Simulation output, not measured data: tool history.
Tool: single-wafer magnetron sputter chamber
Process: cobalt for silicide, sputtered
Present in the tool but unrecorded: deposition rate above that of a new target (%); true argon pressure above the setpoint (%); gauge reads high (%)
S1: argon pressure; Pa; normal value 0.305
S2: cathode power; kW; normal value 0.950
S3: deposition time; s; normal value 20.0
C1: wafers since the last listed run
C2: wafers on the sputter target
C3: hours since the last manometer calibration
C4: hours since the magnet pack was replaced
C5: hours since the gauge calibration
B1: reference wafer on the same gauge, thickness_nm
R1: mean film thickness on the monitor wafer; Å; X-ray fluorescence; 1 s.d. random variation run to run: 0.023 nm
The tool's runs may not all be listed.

run	day	S1	S2	S3	C1	C2	C3	C4	C5	B1	R1
1	0.000	0.330	0.950	17.9	0	4256	934.5	9782.7	1007.4	10.598	92.24
2	1.667	0.330	0.950	17.9	1065	5321	974.5	9822.7	1047.4	10.609	91.92
3	3.662	0.330	0.950	17.9	1275	6597	1022.4	9870.6	1095.3	10.596	91.81
4	5.533	0.305	0.950	20.0	1195	7793	1067.3	9915.5	1140.2	10.600	102.48
# day 6.950: sputter target and shields replaced
5	7.121	0.305	1.000	18.3	801	109	1105.4	9953.6	1178.3	10.608	99.47
6	8.671	0.305	1.000	18.3	990	1099	1142.6	9990.8	1215.5	10.611	99.04
7	10.712	0.358	0.950	20.0	1304	2404	1191.6	10039.8	1264.5	10.600	103.16
8	12.012	0.222	0.950	20.0	830	3235	1222.8	10071.0	1295.7	10.609	105.01
9	14.792	0.305	0.950	21.4	1776	5011	1289.5	10137.7	1362.4	10.607	110.55
10	15.808	0.305	0.950	21.4	649	5661	1313.9	10162.1	1386.8	10.601	110.09
11	18.171	0.305	0.950	21.4	1509	7171	1370.6	10218.8	1443.5	10.604	109.81
# day 20.283: sputter target and shields replaced
12	20.938	0.305	0.950	20.0	1555	419	1437.0	10285.2	1509.9	10.601	104.48
13	23.417	0.305	0.950	18.5	1584	2003	1496.5	10344.7	1569.4	10.591	96.12
14	25.821	0.305	0.950	18.5	1536	3540	1554.2	10402.4	1627.1	10.595	96.06
15	28.317	0.305	0.950	18.5	1595	5135	1614.1	10462.3	1687.0	10.609	95.43
16	29.704	0.305	0.950	20.0	886	6022	1647.4	10495.6	1720.3	10.601	103.33
# day 35.675: sputter target and shields replaced
# day 35.746: gauge calibrated
17	37.212	0.305	1.050	20.0	4585	982	1827.6	10675.8	35.2	10.599	112.71
18	38.654	0.256	1.150	20.0	921	1903	1862.2	10710.4	69.8	10.597	121.55
19	40.088	0.202	0.950	20.0	916	2819	1896.6	10744.8	104.2	10.599	106.16
20	41.450	0.391	0.850	18.1	870	3690	1929.3	10777.5	136.9	10.596	85.04
# day 42.633: magnet pack replaced
21	44.054	0.330	0.950	17.9	1451	5141	1991.8	34.1	199.4	10.589	91.86
22	45.704	0.305	0.950	20.0	1054	6196	2031.4	73.7	239.0	10.608	103.06
# day 48.154: sputter target and shields replaced
23	48.175	0.305	0.950	20.0	1366	13	2090.7	133.0	298.3	10.598	104.44
24	50.458	0.202	0.950	20.0	1459	1472	2145.5	187.8	353.1	10.594	106.25
# day 51.617: capacitance manometer re-zeroed and calibrated
25	52.179	0.305	0.950	21.2	886	2359	13.5	229.1	394.4	10.596	109.79
26	53.800	0.305	0.900	22.1	1035	3395	52.4	268.0	433.3	10.598	109.83
27	56.700	0.221	0.950	20.0	1853	5249	122.0	337.6	502.9	10.596	105.10
28	58.888	0.305	0.950	21.2	1398	6647	174.5	390.1	555.4	10.604	108.87
# day 61.892: sputter target and shields replaced
29	61.912	0.305	0.950	18.7	1720	12	247.1	462.7	628.0	10.599	97.71
30	63.638	0.383	0.950	21.7	1102	1115	288.5	504.1	669.4	10.607	111.19
31	65.588	0.190	0.950	20.0	1246	2361	335.3	550.9	716.2	10.607	106.43
32	67.317	0.229	0.800	22.9	1105	3466	376.8	592.4	757.7	10.603	106.25

Subtracting, for every run, the result it would have given without the tool's unlogged condition from the measured result gives the following. The same run-to-run variation enters both numbers; the gauge's scatter may not:
run	R1
1	-1.00
2	-1.25
3	-1.54
4	-2.05
5	-0.24
6	-0.49
7	-0.85
8	-1.09
9	-1.65
10	-1.83
11	-2.26
12	-0.13
13	-0.50
14	-0.88
15	-1.26
16	-1.60
17	-0.35
18	-0.67
19	-0.83
20	-0.85
21	-1.32
22	-1.75
23	-0.26
24	-0.65
25	-0.98
26	-1.27
27	-1.71
28	-2.18
29	-0.22
30	-0.56
31	-0.88
32	-1.17
